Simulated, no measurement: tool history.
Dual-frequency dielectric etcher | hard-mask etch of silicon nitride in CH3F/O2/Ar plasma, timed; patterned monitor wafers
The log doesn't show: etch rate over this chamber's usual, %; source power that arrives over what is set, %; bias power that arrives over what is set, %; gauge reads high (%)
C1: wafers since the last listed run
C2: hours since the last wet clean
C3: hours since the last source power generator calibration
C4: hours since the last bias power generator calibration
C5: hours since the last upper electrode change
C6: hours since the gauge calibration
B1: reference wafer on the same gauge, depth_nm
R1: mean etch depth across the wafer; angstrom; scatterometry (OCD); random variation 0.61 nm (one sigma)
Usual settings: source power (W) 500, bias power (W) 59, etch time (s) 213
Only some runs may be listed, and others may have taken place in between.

{"run": 1, "day": 0.0, "source power (W)": 500, "bias power (W)": 59, "etch time (s)": 213, "C1": 0, "C2": 61.1, "C3": 1267.1, "C4": 2324.8, "C5": 3763.5, "C6": 684.2, "B1": 188.9, "R1": 1604}
{"run": 2, "day": 1.375, "source power (W)": 550, "bias power (W)": 59, "etch time (s)": 213, "C1": 228, "C2": 94.1, "C3": 1300.1, "C4": 2357.8, "C5": 3796.5, "C6": 717.2, "B1": 188.9, "R1": 1706}
{"run": 3, "day": 3.729, "source power (W)": 550, "bias power (W)": 59, "etch time (s)": 213, "C1": 391, "C2": 150.6, "C3": 1356.6, "C4": 2414.3, "C5": 3853, "C6": 773.7, "B1": 189.2, "R1": 1700}
{"run": 4, "day": 4.996, "source power (W)": 500, "bias power (W)": 59, "etch time (s)": 226, "C1": 210, "C2": 181, "C3": 1387, "C4": 2444.7, "C5": 3883.4, "C6": 804.1, "B1": 189, "R1": 1714}
{"run": 5, "day": 7.058, "source power (W)": 500, "bias power (W)": 59, "etch time (s)": 213, "C1": 343, "C2": 230.5, "C3": 1436.5, "C4": 2494.2, "C5": 3932.9, "C6": 853.6, "B1": 189.2, "R1": 1615}
{"run": 6, "day": 8.621, "source power (W)": 500, "bias power (W)": 59, "etch time (s)": 213, "C1": 260, "C2": 268, "C3": 1474, "C4": 2531.7, "C5": 3970.4, "C6": 891.1, "B1": 189.1, "R1": 1619}
{"run": 7, "day": 11.458, "source power (W)": 500, "bias power (W)": 59, "etch time (s)": 213, "C1": 472, "C2": 336.1, "C3": 1542.1, "C4": 2599.8, "C5": 4038.5, "C6": 959.2, "B1": 189.2, "R1": 1609}
{"run": 8, "day": 13.429, "source power (W)": 500, "bias power (W)": 59, "etch time (s)": 213, "C1": 327, "C2": 383.4, "C3": 1589.4, "C4": 2647.1, "C5": 4085.8, "C6": 1006.5, "B1": 188.9, "R1": 1619}
{"run": 9, "day": 15.775, "source power (W)": 500, "bias power (W)": 59, "etch time (s)": 213, "C1": 390, "C2": 439.7, "C3": 1645.7, "C4": 2703.4, "C5": 4142.1, "C6": 1062.8, "B1": 188.8, "R1": 1621}
{"run": 10, "day": 17.683, "source power (W)": 500, "bias power (W)": 59, "etch time (s)": 213, "C1": 317, "C2": 485.5, "C3": 1691.5, "C4": 2749.2, "C5": 4187.9, "C6": 1108.6, "B1": 189.1, "R1": 1617}
{"run": 11, "day": 19.842, "source power (W)": 500, "bias power (W)": 59, "etch time (s)": 213, "C1": 359, "C2": 537.3, "C3": 1743.3, "C4": 2801, "C5": 4239.7, "C6": 1160.4, "B1": 188.9, "R1": 1610}
{"day": 22.758, "done": "wet clean of the chamber"}
{"run": 12, "day": 24.058, "source power (W)": 460, "bias power (W)": 59, "etch time (s)": 213, "C1": 535, "C2": 31.2, "C3": 1844.5, "C4": 2902.2, "C5": 4340.9, "C6": 1261.6, "B1": 188.9, "R1": 1533}
{"day": 26.608, "done": "gauge calibrated"}
{"day": 26.971, "done": "source power generator calibrated"}
{"run": 13, "day": 26.992, "source power (W)": 460, "bias power (W)": 59, "etch time (s)": 213, "C1": 460, "C2": 101.6, "C3": 0.5, "C4": 2972.6, "C5": 4411.3, "C6": 9.2, "B1": 189.1, "R1": 1522}
{"run": 14, "day": 29.4, "source power (W)": 540, "bias power (W)": 59, "etch time (s)": 254, "C1": 400, "C2": 159.4, "C3": 58.3, "C4": 3030.4, "C5": 4469.1, "C6": 67, "B1": 188.9, "R1": 2025}
{"run": 15, "day": 32.242, "source power (W)": 590, "bias power (W)": 45, "etch time (s)": 261.5, "C1": 472, "C2": 227.6, "C3": 126.5, "C4": 3098.6, "C5": 4537.3, "C6": 135.2, "B1": 188.8, "R1": 2037}
{"run": 16, "day": 33.938, "source power (W)": 410, "bias power (W)": 50, "etch time (s)": 164.5, "C1": 282, "C2": 268.3, "C3": 167.2, "C4": 3139.3, "C5": 4578, "C6": 175.9, "B1": 188.7, "R1": 1041}
{"run": 17, "day": 35.512, "source power (W)": 450, "bias power (W)": 74, "etch time (s)": 256, "C1": 262, "C2": 306.1, "C3": 205, "C4": 3177.1, "C5": 4615.8, "C6": 213.7, "B1": 189, "R1": 1945}
{"run": 18, "day": 37.271, "source power (W)": 500, "bias power (W)": 59, "etch time (s)": 213, "C1": 292, "C2": 348.3, "C3": 247.2, "C4": 3219.3, "C5": 4658, "C6": 255.9, "B1": 188.8, "R1": 1605}
{"run": 19, "day": 41.096, "source power (W)": 610, "bias power (W)": 71, "etch time (s)": 213, "C1": 636, "C2": 440.1, "C3": 339, "C4": 3311.1, "C5": 4749.8, "C6": 347.7, "B1": 189.1, "R1": 1913}
{"day": 41.738, "done": "bias power generator calibrated"}
{"run": 20, "day": 43.512, "source power (W)": 500, "bias power (W)": 59, "etch time (s)": 213, "C1": 374, "C2": 498.1, "C3": 397, "C4": 42.6, "C5": 4807.8, "C6": 405.7, "B1": 188.8, "R1": 1609}
{"run": 21, "day": 46.258, "source power (W)": 610, "bias power (W)": 59, "etch time (s)": 213, "C1": 456, "C2": 564, "C3": 462.9, "C4": 108.5, "C5": 4873.7, "C6": 471.6, "B1": 189.1, "R1": 1811}
{"day": 47.4, "done": "upper electrode replaced"}
{"run": 22, "day": 47.521, "source power (W)": 500, "bias power (W)": 59, "etch time (s)": 213, "C1": 43, "C2": 594.3, "C3": 493.2, "C4": 138.8, "C5": 2.9, "C6": 501.9, "B1": 188.6, "R1": 1602}
{"day": 49.388, "done": "wet clean of the chamber"}
{"run": 23, "day": 55.4, "source power (W)": 540, "bias power (W)": 59, "etch time (s)": 213, "C1": 1144, "C2": 144.3, "C3": 682.3, "C4": 327.9, "C5": 192, "C6": 691, "B1": 188.7, "R1": 1688}
{"run": 24, "day": 58.008, "source power (W)": 500, "bias power (W)": 72, "etch time (s)": 247.5, "C1": 434, "C2": 206.9, "C3": 744.9, "C4": 390.5, "C5": 254.6, "C6": 753.6, "B1": 188.8, "R1": 2001}
{"run": 25, "day": 60.6, "source power (W)": 500, "bias power (W)": 47, "etch time (s)": 213, "C1": 431, "C2": 269.1, "C3": 807.1, "C4": 452.7, "C5": 316.8, "C6": 815.8, "B1": 189.1, "R1": 1514}
{"run": 26, "day": 61.758, "source power (W)": 500, "bias power (W)": 59, "etch time (s)": 213, "C1": 192, "C2": 296.9, "C3": 834.9, "C4": 480.5, "C5": 344.6, "C6": 843.6, "B1": 189.1, "R1": 1622}
{"run": 27, "day": 64.108, "source power (W)": 500, "bias power (W)": 59, "etch time (s)": 213, "C1": 391, "C2": 353.3, "C3": 891.3, "C4": 536.9, "C5": 401, "C6": 900, "B1": 189.2, "R1": 1610}

Consider 5 possible next runs. They are alternatives, not a sequence: every one starts from the tool as it was left by run 27. What does each give?
{"run": "A", "day": 64.129, "source power (W)": 500, "bias power (W)": 59, "etch time (s)": 213, "C1": 3, "C2": 353.8, "C3": 891.8, "C4": 537.4, "C5": 401.5, "C6": 900.5, "B1": "?", "R1": "?"}
{"run": "B", "day": 64.129, "source power (W)": 420, "bias power (W)": 66, "etch time (s)": 177, "C1": 3, "C2": 353.8, "C3": 891.8, "C4": 537.4, "C5": 401.5, "C6": 900.5, "B1": "?", "R1": "?"}
{"run": "C", "day": 64.129, "source power (W)": 430, "bias power (W)": 44, "etch time (s)": 231.5, "C1": 3, "C2": 353.8, "C3": 891.8, "C4": 537.4, "C5": 401.5, "C6": 900.5, "B1": "?", "R1": "?"}
{"run": "D", "day": 64.129, "source power (W)": 500, "bias power (W)": 69, "etch time (s)": 191, "C1": 3, "C2": 353.8, "C3": 891.8, "C4": 537.4, "C5": 401.5, "C6": 900.5, "B1": "?", "R1": "?"}
{"run": "E", "day": 64.129, "source power (W)": 440, "bias power (W)": 50, "etch time (s)": 166.5, "C1": 3, "C2": 353.8, "C3": 891.8, "C4": 537.4, "C5": 401.5, "C6": 900.5, "B1": "?", "R1": "?"}

run=A B1=189.1 R1=1607
run=B B1=189.1 R1=1232
run=C B1=189.1 R1=1459
run=D B1=189.1 R1=1509
run=E B1=189.1 R1=1104
Take away the tool's hidden state, keep each run's random variation, and the runs would have read:
run=A R1=1607
run=B R1=1232
run=C R1=1459
run=D R1=1509
run=E R1=1104
